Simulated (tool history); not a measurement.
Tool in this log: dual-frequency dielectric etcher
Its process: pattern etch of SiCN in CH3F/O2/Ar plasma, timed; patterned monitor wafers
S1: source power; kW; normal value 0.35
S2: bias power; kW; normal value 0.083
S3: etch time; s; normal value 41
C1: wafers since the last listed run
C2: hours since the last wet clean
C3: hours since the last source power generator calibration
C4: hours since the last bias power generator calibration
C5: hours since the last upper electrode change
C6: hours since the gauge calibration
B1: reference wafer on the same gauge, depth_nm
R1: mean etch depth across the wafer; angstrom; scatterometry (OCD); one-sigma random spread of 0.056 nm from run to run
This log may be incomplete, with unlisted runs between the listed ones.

run   hour    S1     S2  S3   C1     C2      C3      C4      C5     C6     B1     R1
  1      0  0.35  0.083  41    0  420.6  3099.9  3085.1  3032.8   38.1  16.71    156
  2   11.9  0.41  0.083  35  145  432.5  3111.8    3097  3044.7     50  16.71  141.5
  3     45  0.41  0.083  35  404  465.6  3144.9  3130.1  3077.8   83.1  16.71  140.5
  4   59.7  0.41  0.083  35  179  480.3  3159.6  3144.8  3092.5   97.8  16.71  139.8
      72.1  -- bias power generator calibrated
  5   72.6  0.35  0.083  41  108  493.2  3172.5     0.5  3105.4  110.7   16.7  155.3
  6   78.1  0.35  0.083  41   67  498.7    3178       6  3110.9  116.2   16.7  154.9
      85.3  -- source power generator calibrated
  7   87.8  0.35  0.083  41   69  508.4     2.5    15.7  3120.6  125.9   16.7  154.6
  8  105.3  0.35  0.102  29  213  525.9      20    33.2  3138.1  143.4  16.71  114.3
     129.5  -- upper electrode replaced, of another model than before
     146.1  -- gauge calibrated
     149.9  -- wet clean of the chamber
  9  150.4  0.35  0.083  41    8    0.5    65.1    78.3    20.9    4.3  16.71  163.7
 10  150.7   0.3  0.097  30    3    0.8    65.4    78.6    21.2    4.6  16.69  119.4
 11  154.4  0.35  0.071  51   45    4.5    69.1    82.3    24.9    8.3  16.71  193.4
 12  170.1  0.35  0.069  31  191   20.2    84.8      98    40.6     24  16.69  116.6
 13  187.9  0.31  0.083  41  217     38   102.6   115.8    58.4   41.8  16.69  156.5
 14  204.3  0.35  0.083  41  200   54.4     119   132.2    74.8   58.2   16.7    162

Some steps in R1, run to run, broken into two amounts with sign: the step expected even without the hidden condition (settings, incoming material, random variation), and the rest, left for the hidden condition together with whatever gauge scatter is not in both the measured and the hidden-condition-free result:
Hidden state at play: etch rate over this chamber's usual, %; source power that arrives over what is set, %; bias power that arrives over what is set, %; gauge reads high (%).
Run 8 -> 9: S2 0.102 -> 0.083, S3 29 -> 41, upper electrode replaced, of another model than before, gauge calibrated, wet clean of the chamber. R1 +49.4 angstrom: hidden state +5.9, all else +43.5.
Run 11 -> 12: S2 0.071 -> 0.069, S3 51 -> 31. R1 -76.8 angstrom: hidden state -0.6, all else -76.2.
